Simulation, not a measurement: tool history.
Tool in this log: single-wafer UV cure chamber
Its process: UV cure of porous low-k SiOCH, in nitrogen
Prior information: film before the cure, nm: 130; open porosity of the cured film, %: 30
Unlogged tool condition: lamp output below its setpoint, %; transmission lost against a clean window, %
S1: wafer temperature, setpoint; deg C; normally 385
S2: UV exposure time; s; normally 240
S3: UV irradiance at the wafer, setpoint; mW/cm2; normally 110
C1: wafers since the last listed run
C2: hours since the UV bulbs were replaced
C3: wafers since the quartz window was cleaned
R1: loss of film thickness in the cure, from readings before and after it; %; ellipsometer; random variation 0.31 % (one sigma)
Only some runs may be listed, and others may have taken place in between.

| run | hour | S1 | S2 | S3 | C1 | C2 | C3 | R1 |
|---|---|---|---|---|---|---|---|---|
| 1 | 0 | 385 | 200 | 110 | 0 | 657.9 | 1655 | 14.949 |
|  | 49.3 | quartz window cleaned |
| 2 | 53 | 385 | 200 | 110 | 177 | 710.9 | 14 | 15.399 |
| 3 | 124 | 385 | 240 | 120 | 279 | 781.9 | 294 | 17.505 |
| 4 | 157.5 | 393 | 240 | 110 | 131 | 815.4 | 426 | 16.628 |
| 5 | 185.7 | 393 | 240 | 110 | 111 | 843.6 | 537 | 16.922 |
| 6 | 229.2 | 393 | 240 | 110 | 171 | 887.1 | 708 | 16.649 |
| 7 | 286.5 | 385 | 240 | 110 | 225 | 944.4 | 934 | 15.811 |
| 8 | 336 | 385 | 240 | 110 | 195 | 993.9 | 1129 | 15.884 |
| 9 | 426.9 | 385 | 240 | 110 | 358 | 1084.8 | 1487 | 15.617 |
|  | 461.4 | quartz window cleaned |
| 10 | 481.9 | 385 | 240 | 110 | 185 | 1139.8 | 80 | 17.157 |
| 11 | 542.3 | 390 | 240 | 110 | 237 | 1200.2 | 318 | 16.918 |
| 12 | 605.3 | 373 | 240 | 110 | 248 | 1263.2 | 567 | 16.314 |
| 13 | 640 | 385 | 240 | 110 | 136 | 1297.9 | 703 | 16.505 |
| 14 | 687.9 | 385 | 240 | 110 | 188 | 1345.8 | 892 | 16.587 |
| 15 | 751.8 | 385 | 240 | 110 | 251 | 1409.7 | 1144 | 15.494 |
|  | 836.8 | UV bulbs replaced |
| 16 | 862.1 | 385 | 240 | 110 | 403 | 25.3 | 1547 | 16.041 |
|  | 872.1 | quartz window cleaned |
| 17 | 923.7 | 385 | 240 | 110 | 211 | 86.9 | 203 | 17.002 |
| 18 | 964.4 | 385 | 240 | 89 | 160 | 127.6 | 363 | 15.471 |
| 19 | 1016 | 385 | 240 | 89 | 203 | 179.2 | 567 | 15.307 |
| 20 | 1072.6 | 398 | 335 | 110 | 223 | 235.8 | 790 | 18.075 |
| 21 | 1130.9 | 385 | 240 | 110 | 229 | 294.1 | 1019 | 16.351 |
| 22 | 1188.8 | 405 | 110 | 146 | 228 | 352 | 1247 | 13.331 |
| 23 | 1257.8 | 385 | 320 | 110 | 271 | 421 | 1519 | 17.447 |
|  | 1292.1 | quartz window cleaned |
| 24 | 1323.1 | 385 | 370 | 110 | 225 | 486.3 | 122 | 19.798 |
| 25 | 1359.5 | 366 | 335 | 141 | 143 | 522.7 | 265 | 19.493 |
| 26 | 1422.5 | 385 | 300 | 110 | 248 | 585.7 | 513 | 18.404 |
| 27 | 1491.2 | 385 | 240 | 110 | 270 | 654.4 | 784 | 15.693 |
| 28 | 1534.6 | 385 | 180 | 72 | 171 | 697.8 | 955 | 11.937 |
| 29 | 1565.3 | 385 | 240 | 89 | 120 | 728.5 | 1076 | 14.822 |
| 30 | 1616.2 | 397 | 240 | 132 | 200 | 779.4 | 1277 | 17.362 |
| 31 | 1647.6 | 385 | 240 | 110 | 123 | 810.8 | 1400 | 15.771 |
| 32 | 1672 | 373 | 290 | 110 | 96 | 835.2 | 1496 | 16.733 |
| 33 | 1701.4 | 385 | 240 | 110 | 115 | 864.6 | 1612 | 15.649 |
|  | 1747.1 | quartz window cleaned |
| 34 | 1770.7 | 400 | 345 | 135 | 241 | 933.9 | 93 | 20.792 |
| 35 | 1837.7 | 375 | 190 | 74 | 263 | 1000.9 | 357 | 12.667 |
| 36 | 1886 | 376 | 290 | 110 | 190 | 1049.2 | 547 | 17.31 |
| 37 | 1914.6 | 401 | 345 | 149 | 112 | 1077.8 | 660 | 20.7 |
| 38 | 1948.8 | 385 | 240 | 110 | 134 | 1112 | 794 | 16.394 |
| 39 | 2001.5 | 385 | 180 | 72 | 207 | 1164.7 | 1002 | 11.914 |

Below are 3 alternative next runs, each starting from the tool's condition after run 39. Predict each:
| A | 2002 | 385 | 240 | 110 | 1 | 1165.2 | 1004 | ? |
| B | 2002 | 369 | 150 | 86 | 1 | 1165.2 | 1004 | ? |
| C | 2002 | 396 | 240 | 77 | 1 | 1165.2 | 1004 | ? |

| run | R1 |
|---|---|
| A | 16.102 |
| B | 11.724 |
| C | 14.313 |
With the hidden condition removed and each run's random variation left untouched, the same runs would have given:
| run | R1 |
|---|---|
| A | 17.234 |
| B | 12.782 |
| C | 15.412 |

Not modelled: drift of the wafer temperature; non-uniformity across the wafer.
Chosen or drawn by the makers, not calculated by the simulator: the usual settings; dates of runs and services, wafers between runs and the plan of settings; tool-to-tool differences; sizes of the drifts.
